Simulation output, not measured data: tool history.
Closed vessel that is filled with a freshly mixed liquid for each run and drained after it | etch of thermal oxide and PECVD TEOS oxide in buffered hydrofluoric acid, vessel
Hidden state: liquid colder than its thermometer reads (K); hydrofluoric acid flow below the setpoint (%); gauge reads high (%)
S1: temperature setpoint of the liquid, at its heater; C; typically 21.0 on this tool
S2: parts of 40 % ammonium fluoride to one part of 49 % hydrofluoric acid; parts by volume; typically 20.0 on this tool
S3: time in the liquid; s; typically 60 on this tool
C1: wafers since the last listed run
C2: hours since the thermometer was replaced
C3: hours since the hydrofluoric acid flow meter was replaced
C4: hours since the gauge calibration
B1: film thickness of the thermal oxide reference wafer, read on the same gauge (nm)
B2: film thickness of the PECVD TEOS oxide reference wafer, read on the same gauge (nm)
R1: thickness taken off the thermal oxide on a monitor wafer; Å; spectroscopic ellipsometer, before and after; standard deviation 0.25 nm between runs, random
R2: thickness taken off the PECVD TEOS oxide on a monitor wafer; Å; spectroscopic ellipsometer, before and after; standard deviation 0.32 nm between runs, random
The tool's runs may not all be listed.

run,hour,S1,S2,S3,C1,C2,C3,C4,B1,B2,R1,R2
1,0.0,23.5,20.0,60,0,368.7,58.0,409.5,129.99,149.99,319.5,494.1
2,63.3,23.5,20.0,60,5129,432.0,121.3,472.8,129.99,150.00,309.7,490.1
3,133.7,21.0,20.0,60,5704,502.4,191.7,543.2,130.00,150.01,272.5,418.8
4,188.7,21.0,20.0,60,4456,557.4,246.7,598.2,129.99,150.01,269.1,421.2
5,215.2,21.0,25.0,60,2147,583.9,273.2,624.7,129.97,150.04,230.5,358.9
6,271.4,21.0,22.0,70,4554,640.1,329.4,680.9,130.01,150.01,292.1,455.8
7,346.3,21.0,22.0,70,6069,715.0,404.3,755.8,130.02,150.00,287.6,446.8
# hour 369.7: hydrofluoric acid flow meter replaced
8,416.4,21.0,22.0,70,5599,785.1,46.7,825.9,129.99,150.00,307.1,476.1
9,452.2,21.0,20.0,80,2901,820.9,82.5,861.7,129.96,150.01,373.7,582.7
10,510.9,17.5,20.0,60,4756,879.6,141.2,920.4,130.00,150.01,226.0,352.0
11,581.1,18.5,20.0,80,5688,949.8,211.4,990.6,129.99,150.01,320.2,493.4
12,629.5,18.5,20.0,80,3922,998.2,259.8,1039.0,130.04,150.00,310.2,486.7
13,686.9,19.5,12.0,30,4651,1055.6,317.2,1096.4,129.96,149.98,199.6,306.3
# hour 736.4: gauge calibrated
14,756.9,24.0,18.0,50,5672,1125.6,387.2,20.5,130.01,150.01,284.5,442.8
# hour 770.1: hydrofluoric acid flow meter replaced
15,806.1,21.0,20.0,60,3905,1174.8,36.0,69.7,130.02,150.00,277.1,431.0
16,853.4,24.0,20.0,35,3832,1222.1,83.3,117.0,130.02,149.99,193.1,291.9
17,878.7,21.0,20.0,60,2050,1247.4,108.6,142.3,129.98,149.99,273.5,432.7
# hour 892.8: thermometer replaced
18,906.2,21.0,20.0,60,2147,13.4,136.1,169.8,130.00,150.00,277.3,426.1
19,955.8,22.5,28.0,40,4019,63.0,185.7,219.4,130.00,150.01,154.7,242.4
20,985.1,23.0,18.0,75,2374,92.3,215.0,248.7,129.98,150.01,415.3,640.3
21,1031.6,18.5,20.0,80,3768,138.8,261.5,295.2,130.01,149.99,314.9,478.4
22,1079.5,24.0,20.0,60,3881,186.7,309.4,343.1,129.98,149.99,313.7,486.9
23,1112.1,21.0,20.0,60,2641,219.3,342.0,375.7,130.05,150.00,268.7,408.5
24,1142.5,21.0,23.5,60,2463,249.7,372.4,406.1,129.97,150.02,235.8,370.0
25,1194.0,21.0,20.0,60,4173,301.2,423.9,457.6,130.02,150.03,264.1,411.4
# hour 1264.9: hydrofluoric acid flow meter replaced
26,1265.4,23.5,17.0,30,5704,372.6,0.5,529.0,130.03,149.99,189.2,295.1
27,1408.7,24.0,15.0,60,11612,515.9,143.8,672.3,130.00,149.99,432.9,666.3

Alternative continuations, all from the tool just after run 27; predict every row:
A,1409.4,21.0,20.0,40,56,516.6,144.5,673.0,?,?,?,?
B,1409.4,24.0,23.5,70,56,516.6,144.5,673.0,?,?,?,?
C,1409.4,21.0,27.5,60,56,516.6,144.5,673.0,?,?,?,?

run,B1,B2,R1,R2
A,130.00,150.00,183.1,288.4
B,130.00,150.00,338.6,533.1
C,130.00,150.00,220.5,347.2
With the hidden condition removed and each run's random variation left untouched, the same runs would have given:
run,R1,R2
A,186.9,294.3
B,345.6,544.1
C,225.1,354.4

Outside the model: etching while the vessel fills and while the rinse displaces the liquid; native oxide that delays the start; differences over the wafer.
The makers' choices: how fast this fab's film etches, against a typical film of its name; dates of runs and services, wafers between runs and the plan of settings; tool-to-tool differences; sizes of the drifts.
